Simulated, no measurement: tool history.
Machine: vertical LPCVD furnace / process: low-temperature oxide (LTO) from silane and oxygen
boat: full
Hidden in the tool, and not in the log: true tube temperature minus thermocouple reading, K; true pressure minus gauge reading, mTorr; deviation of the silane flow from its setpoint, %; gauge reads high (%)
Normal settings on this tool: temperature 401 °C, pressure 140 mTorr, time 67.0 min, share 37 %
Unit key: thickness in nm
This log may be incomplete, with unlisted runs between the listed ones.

run   hour  temperature  pressure  time  share  wafers since the last listed run  hours since the last temperature calibration  hours since the pressure gauge was zeroed  hours since the silane flow controller was replaced  hours since the gauge calibration  read-back reference wafer on the same gauge, thickness  thickness
  1    0.0          401       160  59.0     37                                 0                                        3178.9                                     4094.2                                               3840.4                              109.4                                                  335.66     338.11
  2   24.5          401       160  59.0     37                               359                                        3203.4                                     4118.7                                               3864.9                              133.9                                                  336.18     339.16
  3   42.2          401       140  67.0     35                               259                                        3221.1                                     4136.4                                               3882.6                              151.6                                                  336.29     312.93
  4   66.5          401       140  67.0     35                               356                                        3245.4                                     4160.7                                               3906.9                              175.9                                                  336.31     313.47
  5   77.5          401       140  67.0     37                               161                                        3256.4                                     4171.7                                               3917.9                              186.9                                                  336.93     336.02
  6   90.7          401       140  67.0     37                               193                                        3269.6                                     4184.9                                               3931.1                              200.1                                                  336.91     338.06
     116.5  -- silane flow controller replaced
  7  117.0          401       140  67.0     37                                33                                        3295.9                                     4211.2                                                  0.5                              226.4                                                  337.22     338.08
  8  133.3          401       150  67.0     37                               238                                        3312.2                                     4227.5                                                 16.8                              242.7                                                  337.54     361.70
     166.8  -- thermocouples replaced and temperature profile calibrated
     178.7  -- pressure gauge zeroed
  9  179.2          401       140  42.5     30                               147                                          12.4                                        0.5                                                 62.7                              288.6                                                  338.17     160.92
 10  184.9          401       140  67.0     37                                83                                          18.1                                        6.2                                                 68.4                              294.3                                                  337.89     337.57
 11  190.7          405       140  81.0     37                                84                                          23.9                                       12.0                                                 74.2                              300.1                                                  338.00     426.95
     201.2  -- gauge calibrated
 12  204.0          401       165  74.0     42                               194                                          37.2                                       25.3                                                 87.5                                2.8                                                  334.07     506.44
 13  223.5          401       140  88.5     37                               285                                          56.7                                       44.8                                                107.0                               22.3                                                  334.23     440.98
 14  232.9          401       140  67.0     37                               137                                          66.1                                       54.2                                                116.4                               31.7                                                  334.10     334.41
 15  249.5          401       165  41.0     43                               243                                          82.7                                       70.8                                                133.0                               48.3                                                  334.62     288.83
 16  268.0          401       140  55.0     41                               271                                         101.2                                       89.3                                                151.5                               66.8                                                  334.68     311.54
 17  278.4          401       140  67.0     37                               152                                         111.6                                       99.7                                                161.9                               77.2                                                  334.85     335.40

Entry by entry between the runs, the difference in hidden state between the last listed run before and the first listed run after:
After run 6, before run 7: silane flow controller replaced (hour 116.5)
  gauge reads high (%): 0.879 -> 0.984
  measured less the result without the state, thickness: +2.94 -> +3.30 nm
After run 8, before run 9: thermocouples replaced and temperature profile calibrated (hour 166.8); pressure gauge zeroed (hour 178.7)
  gauge reads high (%): 1.05 -> 1.23
  measured less the result without the state, thickness: +3.76 -> +1.96 nm
After run 11, before run 12: gauge calibrated (hour 201.2)
  gauge reads high (%): 1.28 -> -0.0483
  measured less the result without the state, thickness: +5.39 -> -0.25 nm
